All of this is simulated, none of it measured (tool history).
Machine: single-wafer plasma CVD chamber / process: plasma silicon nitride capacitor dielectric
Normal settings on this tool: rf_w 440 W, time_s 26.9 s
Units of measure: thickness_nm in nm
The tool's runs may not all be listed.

| run | hour | rf_w | time_s | wafers since the last listed run | hours since the last RF generator calibration | hours since the showerhead was replaced | hours since the gauge calibration | read-back reference wafer on the same gauge, thickness_nm | thickness_nm |
|---|---|---|---|---|---|---|---|---|---|
| 1 | 0.0 | 460 | 26.9 | 0 | 1699.0 | 8288.4 | 196.8 | 41.483 | 36.645 |
| 2 | 35.9 | 460 | 26.9 | 687 | 1734.9 | 8324.3 | 232.7 | 41.495 | 36.688 |
| 3 | 58.6 | 460 | 26.9 | 434 | 1757.6 | 8347.0 | 255.4 | 41.514 | 36.734 |
| 4 | 74.3 | 440 | 26.9 | 300 | 1773.3 | 8362.7 | 271.1 | 41.485 | 36.201 |
| 5 | 101.7 | 440 | 26.9 | 524 | 1800.7 | 8390.1 | 298.5 | 41.480 | 36.150 |
| 6 | 128.2 | 440 | 25.7 | 507 | 1827.2 | 8416.6 | 325.0 | 41.492 | 34.551 |
|  | 137.1 | RF generator calibrated |
| 7 | 142.3 | 385 | 23.2 | 116 | 5.2 | 8430.7 | 339.1 | 41.464 | 30.594 |
| 8 | 155.7 | 385 | 23.2 | 256 | 18.6 | 8444.1 | 352.5 | 41.497 | 30.577 |
|  | 166.7 | gauge calibrated |
| 9 | 182.7 | 360 | 30.0 | 516 | 45.6 | 8471.1 | 16.0 | 41.495 | 38.639 |
| 10 | 211.1 | 400 | 29.7 | 543 | 74.0 | 8499.5 | 44.4 | 41.455 | 39.567 |
|  | 241.0 | showerhead replaced |
| 11 | 243.6 | 440 | 26.9 | 468 | 106.5 | 2.6 | 76.9 | 41.499 | 37.000 |
| 12 | 271.4 | 410 | 23.1 | 532 | 134.3 | 30.4 | 104.7 | 41.531 | 31.022 |
| 13 | 283.6 | 485 | 30.0 | 233 | 146.5 | 42.6 | 116.9 | 41.525 | 42.571 |
| 14 | 316.1 | 440 | 26.9 | 621 | 179.0 | 75.1 | 149.4 | 41.517 | 36.856 |
| 15 | 355.2 | 355 | 24.8 | 748 | 218.1 | 114.2 | 188.5 | 41.516 | 31.499 |
| 16 | 384.5 | 440 | 28.6 | 560 | 247.4 | 143.5 | 217.8 | 41.482 | 39.097 |
| 17 | 408.4 | 360 | 24.4 | 457 | 271.3 | 167.4 | 241.7 | 41.469 | 31.035 |

Consider 4 possible next runs. They are alternatives, not a sequence: every one starts from the tool as it was left by run 17. What does each give?
| A | 408.8 | 440 | 26.9 | 7 | 271.7 | 167.8 | 242.1 | ? | ? |
| B | 408.8 | 410 | 26.9 | 7 | 271.7 | 167.8 | 242.1 | ? | ? |
| C | 408.8 | 490 | 24.9 | 7 | 271.7 | 167.8 | 242.1 | ? | ? |
| D | 408.8 | 415 | 32.1 | 7 | 271.7 | 167.8 | 242.1 | ? | ? |

| run | read-back reference wafer on the same gauge, thickness_nm | thickness_nm |
|---|---|---|
| A | 41.460 | 36.753 |
| B | 41.460 | 35.878 |
| C | 41.460 | 35.277 |
| D | 41.460 | 42.992 |
With no hidden state in the tool, these same runs would have given:
| run | thickness_nm |
|---|---|
| A | 37.194 |
| B | 36.309 |
| C | 35.700 |
| D | 43.508 |
